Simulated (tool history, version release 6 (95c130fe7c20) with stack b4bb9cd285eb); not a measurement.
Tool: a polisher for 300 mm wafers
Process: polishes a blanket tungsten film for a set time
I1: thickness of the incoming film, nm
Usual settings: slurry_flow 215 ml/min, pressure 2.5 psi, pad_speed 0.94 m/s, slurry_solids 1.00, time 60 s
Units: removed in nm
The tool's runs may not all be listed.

Run 1, hour 0.0: usual settings but time 70 s; I1 821.4. Result: removed 202.0 nm.
Run 2, hour 27.6: usual settings; I1 828.6. Result: removed 173.5 nm.
At hour 33.1: worn pad replaced by a new one.
Run 3, hour 45.6: usual settings; I1 819.8. Result: removed 171.3 nm.
Run 4, hour 65.1: usual settings; I1 815.0. Result: removed 172.4 nm.
At hour 71.9: slurry tank refilled with fresh slurry and peroxide.
Run 5, hour 99.0: usual settings but slurry_flow 160 ml/min, slurry_solids 0.95; I1 810.1. Result: removed 162.6 nm.
Run 6, hour 133.2: usual settings but slurry_flow 160 ml/min, slurry_solids 0.95; I1 822.7. Result: removed 163.7 nm.
Run 7, hour 157.4: usual settings but pressure 1.9 psi; I1 808.2. Result: removed 136.7 nm.
Run 8, hour 173.3: usual settings but pressure 1.9 psi; I1 832.6. Result: removed 138.1 nm.
At hour 190.5: worn pad replaced by a new one.
At hour 210.1: slurry nozzle cleaned.
Run 9, hour 210.6: usual settings; I1 822.9. Result: removed 172.6 nm.
Run 10, hour 222.0: usual settings but slurry_flow 265 ml/min; I1 819.2. Result: removed 174.8 nm.
Run 11, hour 236.1: usual settings but slurry_flow 265 ml/min; I1 826.0. Result: removed 174.3 nm.
At hour 266.7: slurry tank refilled with fresh slurry and peroxide.
At hour 286.7: slurry blender recalibrated.
Run 12, hour 303.7: usual settings but slurry_flow 270 ml/min, pad_speed 0.78 m/s, slurry_solids 0.85; I1 831.3. Result: removed 137.6 nm.
Run 13, hour 326.6: usual settings but slurry_flow 150 ml/min, pressure 3.4 psi, slurry_solids 1.25, time 75 s; I1 817.1. Result: removed 294.0 nm.
At hour 357.1: worn pad replaced by a new one.
Run 14, hour 424.7: usual settings but time 47 s; I1 822.7. Result: removed 135.2 nm.
At hour 437.9: slurry tank refilled with fresh slurry and peroxide.
Run 15, hour 456.7: usual settings; I1 826.1. Result: removed 174.3 nm.
Run 16, hour 469.0: usual settings but slurry_solids 1.20; I1 819.3. Result: removed 185.2 nm.
Run 17, hour 488.6: usual settings but pressure 1.7 psi, time 41 s; I1 827.0. Result: removed 84.2 nm.
At hour 505.2: head pressure recalibrated.
Run 18, hour 513.0: usual settings but slurry_solids 0.75; I1 822.9. Result: removed 150.7 nm.
Run 19, hour 534.4: usual settings; I1 821.3. Result: removed 171.6 nm.
At hour 541.6: worn pad replaced by a new one.
Run 20, hour 559.9: usual settings but slurry_flow 270 ml/min, pressure 1.9 psi, pad_speed 1.18 m/s, time 66 s; I1 828.3. Result: removed 196.5 nm.
Run 21, hour 583.3: usual settings but pad_speed 0.78 m/s, slurry_solids 0.75; I1 815.3. Result: removed 126.3 nm.
Run 22, hour 610.0: usual settings but pressure 3.0 psi, slurry_solids 0.85; I1 809.8. Result: removed 190.1 nm.
At hour 624.5: slurry tank refilled with fresh slurry and peroxide.
Run 23, hour 703.4: usual settings but pressure 2.9 psi, pad_speed 0.62 m/s, slurry_solids 1.15; I1 827.8. Result: removed 136.6 nm.
At hour 717.8: slurry nozzle cleaned.
Run 24, hour 722.6: usual settings but slurry_solids 1.20; I1 834.5. Result: removed 183.7 nm.
At hour 726.7: worn pad replaced by a new one.
Run 25, hour 743.2: usual settings but slurry_flow 250 ml/min, time 47 s; I1 834.8. Result: removed 136.5 nm.

What the log doesn't show, run by run:
removal rate lost through wear of the pad, %: 0 in every run
slurry flow missing at the pad, %: 0 in every run
deviation of the head's pressure from its setpoint, %: 0 in every run
abrasive missing from the slurry, %: 0 in every run
peroxide lost from the slurry, %: 0 in every run
